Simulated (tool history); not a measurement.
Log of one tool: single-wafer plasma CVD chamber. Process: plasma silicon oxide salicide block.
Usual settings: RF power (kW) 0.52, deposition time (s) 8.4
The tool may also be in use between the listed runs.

| run | hour | RF power (kW) | deposition time (s) | read-back reference wafer on the same gauge, thickness_nm | mean film thickness on the monitor wafer (Å) |
|---|---|---|---|---|---|
| 1 | 0 | 0.465 | 7.97 | 87.714 | 731.14 |
|  | 41.2 | gauge calibrated |
| 2 | 87.3 | 0.52 | 7.22 | 87.736 | 681.96 |
| 3 | 160.8 | 0.52 | 7.22 | 87.648 | 682.4 |
| 4 | 224.8 | 0.52 | 8.4 | 87.613 | 793.58 |
| 5 | 280.7 | 0.52 | 8.4 | 87.689 | 792.39 |
| 6 | 333.3 | 0.52 | 8.4 | 87.67 | 789.91 |
| 7 | 392.1 | 0.52 | 8.4 | 87.616 | 790.98 |
| 8 | 441.9 | 0.52 | 8.4 | 87.693 | 790.34 |
| 9 | 506.9 | 0.52 | 8.4 | 87.679 | 788.06 |
|  | 600.2 | RF generator calibrated |
| 10 | 600.7 | 0.48 | 8.03 | 87.721 | 733.06 |
| 11 | 654 | 0.52 | 8.4 | 87.679 | 785.11 |
| 12 | 696.2 | 0.52 | 8.4 | 87.667 | 784.09 |
| 13 | 748.9 | 0.605 | 6.72 | 87.74 | 651.61 |
| 14 | 816 | 0.44 | 8.4 | 87.692 | 745.08 |
| 15 | 905.1 | 0.52 | 8.4 | 87.647 | 778.99 |
|  | 921.8 | RF generator calibrated, repeated, since the last time left the tool worse |
| 16 | 1002.4 | 0.485 | 7.56 | 87.69 | 706.62 |
| 17 | 1079.9 | 0.555 | 8.4 | 87.703 | 810.33 |
| 18 | 1168.8 | 0.52 | 8.4 | 87.753 | 798.82 |
|  | 1286.8 | gauge calibrated |
| 19 | 1319.7 | 0.52 | 8.86 | 87.716 | 837.76 |
|  | 1329 | showerhead replaced |
| 20 | 1384.3 | 0.47 | 8.4 | 87.689 | 775.62 |
| 21 | 1464.7 | 0.625 | 7.58 | 87.709 | 753.27 |
| 22 | 1501.2 | 0.52 | 7.39 | 87.683 | 698.2 |
| 23 | 1600 | 0.52 | 8.4 | 87.719 | 796.58 |
| 24 | 1704.4 | 0.545 | 7.62 | 87.71 | 731.38 |

What the log doesn't show, run by run:
gauge reads high (%): 0 in every run
H1: delivered RF power above the setpoint (%)
| run | H1 |
|---|---|
| 1 | -4.71 |
| 2 | -4.78 |
| 3 | -4.84 |
| 4 | -4.88 |
| 5 | -4.92 |
| 6 | -4.95 |
| 7 | -4.98 |
| 8 | -5.01 |
| 9 | -5.04 |
| 10 | -8.59 |
| 11 | -8.95 |
| 12 | -9.22 |
| 13 | -9.54 |
| 14 | -9.91 |
| 15 | -10.4 |
| 16 | -0.938 |
| 17 | -1.41 |
| 18 | -1.89 |
| 19 | -2.58 |
| 20 | -2.84 |
| 21 | -3.13 |
| 22 | -3.25 |
| 23 | -3.56 |
| 24 | -3.84 |
